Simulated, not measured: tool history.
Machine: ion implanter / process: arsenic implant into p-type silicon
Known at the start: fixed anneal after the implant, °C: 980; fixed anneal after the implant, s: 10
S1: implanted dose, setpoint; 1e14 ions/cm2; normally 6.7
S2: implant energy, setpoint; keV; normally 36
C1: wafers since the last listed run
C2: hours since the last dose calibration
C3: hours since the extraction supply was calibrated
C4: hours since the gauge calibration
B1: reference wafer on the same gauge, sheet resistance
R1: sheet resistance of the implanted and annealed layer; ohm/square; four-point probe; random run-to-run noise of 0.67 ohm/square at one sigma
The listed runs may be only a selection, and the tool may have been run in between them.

{"run": 1, "hour": 0.0, "S1": 6.7, "S2": 36, "C1": 0, "C2": 358.7, "C3": 4156.3, "C4": 1108.1, "B1": 166.77, "R1": 146.95}
{"run": 2, "hour": 53.5, "S1": 6.25, "S2": 36, "C1": 1463, "C2": 412.2, "C3": 4209.8, "C4": 1161.6, "B1": 167, "R1": 154.42}
{"run": 3, "hour": 114.7, "S1": 6.7, "S2": 36, "C1": 1674, "C2": 473.4, "C3": 4271, "C4": 1222.8, "B1": 166.57, "R1": 147.59}
{"hour": 136.8, "done": "gauge calibrated"}
{"run": 4, "hour": 158.5, "S1": 7.2, "S2": 31, "C1": 1198, "C2": 517.2, "C3": 4314.8, "C4": 21.7, "B1": 166.94, "R1": 143.9}
{"run": 5, "hour": 195.2, "S1": 7.2, "S2": 31, "C1": 1003, "C2": 553.9, "C3": 4351.5, "C4": 58.4, "B1": 167.02, "R1": 144.13}
{"run": 6, "hour": 223.1, "S1": 6.7, "S2": 36, "C1": 763, "C2": 581.8, "C3": 4379.4, "C4": 86.3, "B1": 166.82, "R1": 148.01}
{"run": 7, "hour": 283.6, "S1": 6.7, "S2": 36, "C1": 1655, "C2": 642.3, "C3": 4439.9, "C4": 146.8, "B1": 166.94, "R1": 148.25}
{"run": 8, "hour": 314.7, "S1": 6.7, "S2": 36, "C1": 850, "C2": 673.4, "C3": 4471, "C4": 177.9, "B1": 166.99, "R1": 147.64}
{"run": 9, "hour": 353.1, "S1": 6.7, "S2": 36, "C1": 1050, "C2": 711.8, "C3": 4509.4, "C4": 216.3, "B1": 166.89, "R1": 147.73}
{"run": 10, "hour": 387.2, "S1": 6.7, "S2": 36, "C1": 932, "C2": 745.9, "C3": 4543.5, "C4": 250.4, "B1": 167.07, "R1": 146.98}
{"run": 11, "hour": 454.8, "S1": 6.7, "S2": 36, "C1": 1849, "C2": 813.5, "C3": 4611.1, "C4": 318, "B1": 166.95, "R1": 147.89}
{"run": 12, "hour": 479.8, "S1": 6.7, "S2": 36, "C1": 683, "C2": 838.5, "C3": 4636.1, "C4": 343, "B1": 166.75, "R1": 148.27}
{"run": 13, "hour": 526.1, "S1": 5.74, "S2": 36, "C1": 1266, "C2": 884.8, "C3": 4682.4, "C4": 389.3, "B1": 166.88, "R1": 166.31}
{"run": 14, "hour": 564.5, "S1": 5.74, "S2": 36, "C1": 1050, "C2": 923.2, "C3": 4720.8, "C4": 427.7, "B1": 167.17, "R1": 166.16}
{"run": 15, "hour": 619.1, "S1": 6.7, "S2": 36, "C1": 1493, "C2": 977.8, "C3": 4775.4, "C4": 482.3, "B1": 167.19, "R1": 148.12}
{"run": 16, "hour": 643.3, "S1": 6.7, "S2": 36, "C1": 662, "C2": 1002, "C3": 4799.6, "C4": 506.5, "B1": 167.22, "R1": 149.08}
{"run": 17, "hour": 712.1, "S1": 6.04, "S2": 36, "C1": 1882, "C2": 1070.8, "C3": 4868.4, "C4": 575.3, "B1": 166.98, "R1": 159.94}
{"run": 18, "hour": 847.2, "S1": 6.7, "S2": 36, "C1": 3695, "C2": 1205.9, "C3": 5003.5, "C4": 710.4, "B1": 167.17, "R1": 148.45}
{"run": 19, "hour": 878.1, "S1": 8.57, "S2": 40.5, "C1": 845, "C2": 1236.8, "C3": 5034.4, "C4": 741.3, "B1": 166.71, "R1": 121.01}
{"run": 20, "hour": 935.6, "S1": 6.7, "S2": 24.5, "C1": 1572, "C2": 1294.3, "C3": 5091.9, "C4": 798.8, "B1": 166.9, "R1": 159.69}
{"run": 21, "hour": 969.6, "S1": 4.95, "S2": 47, "C1": 930, "C2": 1328.3, "C3": 5125.9, "C4": 832.8, "B1": 167.24, "R1": 177.13}
{"run": 22, "hour": 998.0, "S1": 8.08, "S2": 42.5, "C1": 776, "C2": 1356.7, "C3": 5154.3, "C4": 861.2, "B1": 167.08, "R1": 126.05}
{"run": 23, "hour": 1054.9, "S1": 7.79, "S2": 25.5, "C1": 1556, "C2": 1413.6, "C3": 5211.2, "C4": 918.1, "B1": 166.99, "R1": 143.48}
{"run": 24, "hour": 1079.5, "S1": 8.63, "S2": 46.5, "C1": 672, "C2": 1438.2, "C3": 5235.8, "C4": 942.7, "B1": 167.08, "R1": 118.22}
{"run": 25, "hour": 1133.2, "S1": 8.15, "S2": 32.5, "C1": 1469, "C2": 1491.9, "C3": 5289.5, "C4": 996.4, "B1": 166.97, "R1": 133.05}
{"hour": 1174.8, "done": "extraction supply calibrated"}
{"run": 26, "hour": 1268.9, "S1": 4.82, "S2": 42.5, "C1": 3493, "C2": 1627.6, "C3": 94.1, "C4": 1132.1, "B1": 166.85, "R1": 183.87}
{"hour": 1280.7, "done": "Faraday cup replaced and dose calibrated"}
{"run": 27, "hour": 1333.9, "S1": 7.33, "S2": 36, "C1": 1559, "C2": 53.2, "C3": 159.1, "C4": 1197.1, "B1": 167.04, "R1": 135.6}
{"hour": 1341.2, "done": "gauge calibrated"}
{"run": 28, "hour": 1447.1, "S1": 4.76, "S2": 36, "C1": 3096, "C2": 166.4, "C3": 272.3, "C4": 105.9, "B1": 166.73, "R1": 186.4}
{"run": 29, "hour": 1487.5, "S1": 4.82, "S2": 42.5, "C1": 1105, "C2": 206.8, "C3": 312.7, "C4": 146.3, "B1": 166.99, "R1": 181.24}
{"run": 30, "hour": 1678.3, "S1": 7.79, "S2": 25.5, "C1": 5219, "C2": 397.6, "C3": 503.5, "C4": 337.1, "B1": 167.13, "R1": 143.42}

The next listed run, before its measurement:
{"run": 31, "hour": 1707.0, "S1": 5.17, "S2": 46, "C1": 785, "C2": 426.3, "C3": 532.2, "C4": 365.8, "B1": "?", "R1": "?"}

Logged for run 31: B1 167.03, R1 169.73 ohm/square.
On a tool with no hidden condition, and with the same random variation, this run would have come out at R1 165.54 ohm/square.

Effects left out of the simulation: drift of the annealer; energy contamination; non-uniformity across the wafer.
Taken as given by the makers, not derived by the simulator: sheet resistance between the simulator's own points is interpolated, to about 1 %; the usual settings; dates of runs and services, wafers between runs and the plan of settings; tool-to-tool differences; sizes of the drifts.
